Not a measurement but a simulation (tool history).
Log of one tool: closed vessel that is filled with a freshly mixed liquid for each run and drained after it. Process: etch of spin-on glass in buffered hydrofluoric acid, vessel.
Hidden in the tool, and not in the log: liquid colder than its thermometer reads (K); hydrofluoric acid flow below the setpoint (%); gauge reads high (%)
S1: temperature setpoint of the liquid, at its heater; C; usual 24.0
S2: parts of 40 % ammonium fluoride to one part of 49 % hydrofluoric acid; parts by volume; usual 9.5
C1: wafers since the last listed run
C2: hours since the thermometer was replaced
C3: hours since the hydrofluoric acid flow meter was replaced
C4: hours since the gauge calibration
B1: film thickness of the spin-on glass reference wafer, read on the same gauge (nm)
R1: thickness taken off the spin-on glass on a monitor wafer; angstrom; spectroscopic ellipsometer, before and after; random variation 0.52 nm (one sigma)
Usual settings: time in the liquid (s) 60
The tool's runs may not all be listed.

run 1 hour=0.0 | S1=24.0 S2=12.5 time_in_the_liquid_(s)=60 | C1=0 C2=1806.7 C3=1953.8 C4=404.0 | B1=50.00 | R1=914.2
-- hour=6.5 hydrofluoric acid flow meter replaced
-- hour=6.8 gauge calibrated
run 2 hour=8.1 | S1=24.0 S2=12.5 time_in_the_liquid_(s)=60 | C1=1023 C2=1814.8 C3=1.6 C4=1.3 | B1=50.01 | R1=963.0
run 3 hour=18.5 | S1=24.0 S2=12.5 time_in_the_liquid_(s)=60 | C1=1499 C2=1825.2 C3=12.0 C4=11.7 | B1=50.02 | R1=963.6
run 4 hour=28.1 | S1=26.5 S2=7.5 time_in_the_liquid_(s)=60 | C1=1384 C2=1834.8 C3=21.6 C4=21.3 | B1=50.00 | R1=1783.8
run 5 hour=73.5 | S1=26.5 S2=7.5 time_in_the_liquid_(s)=60 | C1=6545 C2=1880.2 C3=67.0 C4=66.7 | B1=50.03 | R1=1771.2
run 6 hour=87.9 | S1=26.5 S2=7.5 time_in_the_liquid_(s)=60 | C1=2076 C2=1894.6 C3=81.4 C4=81.1 | B1=49.97 | R1=1771.4
run 7 hour=100.8 | S1=24.0 S2=9.5 time_in_the_liquid_(s)=60 | C1=1859 C2=1907.5 C3=94.3 C4=94.0 | B1=50.02 | R1=1239.6
run 8 hour=111.5 | S1=24.0 S2=9.5 time_in_the_liquid_(s)=60 | C1=1542 C2=1918.2 C3=105.0 C4=104.7 | B1=49.98 | R1=1236.1
run 9 hour=127.0 | S1=24.0 S2=9.5 time_in_the_liquid_(s)=60 | C1=2234 C2=1933.7 C3=120.5 C4=120.2 | B1=49.97 | R1=1232.9
run 10 hour=133.2 | S1=27.5 S2=8.5 time_in_the_liquid_(s)=45 | C1=893 C2=1939.9 C3=126.7 C4=126.4 | B1=50.04 | R1=1223.9
-- hour=138.5 thermometer replaced
run 11 hour=143.2 | S1=24.0 S2=9.5 time_in_the_liquid_(s)=85 | C1=1297 C2=4.7 C3=136.7 C4=136.4 | B1=50.00 | R1=2010.9
run 12 hour=149.3 | S1=24.0 S2=9.5 time_in_the_liquid_(s)=60 | C1=879 C2=10.8 C3=142.8 C4=142.5 | B1=50.02 | R1=1407.9
run 13 hour=163.9 | S1=24.0 S2=11.5 time_in_the_liquid_(s)=75 | C1=2105 C2=25.4 C3=157.4 C4=157.1 | B1=49.99 | R1=1483.2
run 14 hour=177.7 | S1=25.5 S2=12.0 time_in_the_liquid_(s)=35 | C1=1989 C2=39.2 C3=171.2 C4=170.9 | B1=50.00 | R1=719.7
run 15 hour=187.3 | S1=24.0 S2=9.5 time_in_the_liquid_(s)=60 | C1=1384 C2=48.8 C3=180.8 C4=180.5 | B1=49.97 | R1=1409.6
run 16 hour=202.6 | S1=24.0 S2=6.5 time_in_the_liquid_(s)=90 | C1=2205 C2=64.1 C3=196.1 C4=195.8 | B1=50.00 | R1=3045.7
run 17 hour=208.8 | S1=24.0 S2=9.5 time_in_the_liquid_(s)=90 | C1=893 C2=70.3 C3=202.3 C4=202.0 | B1=49.97 | R1=2123.3
run 18 hour=217.4 | S1=24.0 S2=12.5 time_in_the_liquid_(s)=60 | C1=1239 C2=78.9 C3=210.9 C4=210.6 | B1=49.99 | R1=1088.9
run 19 hour=226.4 | S1=24.0 S2=9.5 time_in_the_liquid_(s)=60 | C1=1297 C2=87.9 C3=219.9 C4=219.6 | B1=50.00 | R1=1410.6
run 20 hour=236.6 | S1=24.0 S2=9.5 time_in_the_liquid_(s)=60 | C1=1470 C2=98.1 C3=230.1 C4=229.8 | B1=50.00 | R1=1416.4
run 21 hour=242.7 | S1=20.0 S2=9.5 time_in_the_liquid_(s)=60 | C1=879 C2=104.2 C3=236.2 C4=235.9 | B1=49.98 | R1=1132.1
run 22 hour=257.9 | S1=28.0 S2=8.5 time_in_the_liquid_(s)=30 | C1=2191 C2=119.4 C3=251.4 C4=251.1 | B1=50.00 | R1=944.9
run 23 hour=273.2 | S1=24.0 S2=9.5 time_in_the_liquid_(s)=60 | C1=2205 C2=134.7 C3=266.7 C4=266.4 | B1=49.98 | R1=1406.9
run 24 hour=291.1 | S1=28.5 S2=11.0 time_in_the_liquid_(s)=30 | C1=2580 C2=152.6 C3=284.6 C4=284.3 | B1=49.98 | R1=782.9
run 25 hour=306.8 | S1=24.0 S2=9.5 time_in_the_liquid_(s)=80 | C1=2263 C2=168.3 C3=300.3 C4=300.0 | B1=50.01 | R1=1875.9
run 26 hour=324.3 | S1=24.0 S2=9.5 time_in_the_liquid_(s)=60 | C1=2523 C2=185.8 C3=317.8 C4=317.5 | B1=50.01 | R1=1396.5
run 27 hour=335.9 | S1=27.5 S2=6.0 time_in_the_liquid_(s)=35 | C1=1672 C2=197.4 C3=329.4 C4=329.1 | B1=50.00 | R1=1517.0
run 28 hour=353.2 | S1=27.0 S2=9.5 time_in_the_liquid_(s)=60 | C1=2494 C2=214.7 C3=346.7 C4=346.4 | B1=50.02 | R1=1639.0
run 29 hour=363.5 | S1=24.0 S2=7.0 time_in_the_liquid_(s)=60 | C1=1485 C2=225.0 C3=357.0 C4=356.7 | B1=50.02 | R1=1862.9
run 30 hour=371.1 | S1=24.0 S2=9.5 time_in_the_liquid_(s)=35 | C1=1095 C2=232.6 C3=364.6 C4=364.3 | B1=49.99 | R1=808.0
run 31 hour=383.6 | S1=24.0 S2=9.5 time_in_the_liquid_(s)=60 | C1=1802 C2=245.1 C3=377.1 C4=376.8 | B1=50.00 | R1=1395.7
run 32 hour=393.0 | S1=22.5 S2=9.5 time_in_the_liquid_(s)=60 | C1=1355 C2=254.5 C3=386.5 C4=386.2 | B1=49.96 | R1=1275.8

What the log doesn't show, run by run:
gauge reads high (%): 0 in every run
H1: liquid colder than its thermometer reads (K)
H2: hydrofluoric acid flow below the setpoint (%)
run=1 H1=2.51 H2=6.7
run=2 H1=2.52 H2=1.48
run=3 H1=2.53 H2=1.52
run=4 H1=2.55 H2=1.55
run=5 H1=2.6 H2=1.7
run=6 H1=2.62 H2=1.74
run=7 H1=2.63 H2=1.79
run=8 H1=2.64 H2=1.82
run=9 H1=2.66 H2=1.87
run=10 H1=2.67 H2=1.89
run=11 H1=0.104 H2=1.93
run=12 H1=0.112 H2=1.95
run=13 H1=0.129 H2=1.99
run=14 H1=0.145 H2=2.04
run=15 H1=0.157 H2=2.07
run=16 H1=0.175 H2=2.12
run=17 H1=0.182 H2=2.14
run=18 H1=0.192 H2=2.17
run=19 H1=0.203 H2=2.2
run=20 H1=0.215 H2=2.23
run=21 H1=0.222 H2=2.25
run=22 H1=0.24 H2=2.3
run=23 H1=0.258 H2=2.35
run=24 H1=0.279 H2=2.41
run=25 H1=0.298 H2=2.46
run=26 H1=0.319 H2=2.52
run=27 H1=0.332 H2=2.56
run=28 H1=0.353 H2=2.61
run=29 H1=0.365 H2=2.65
run=30 H1=0.374 H2=2.67
run=31 H1=0.389 H2=2.71
run=32 H1=0.4 H2=2.74
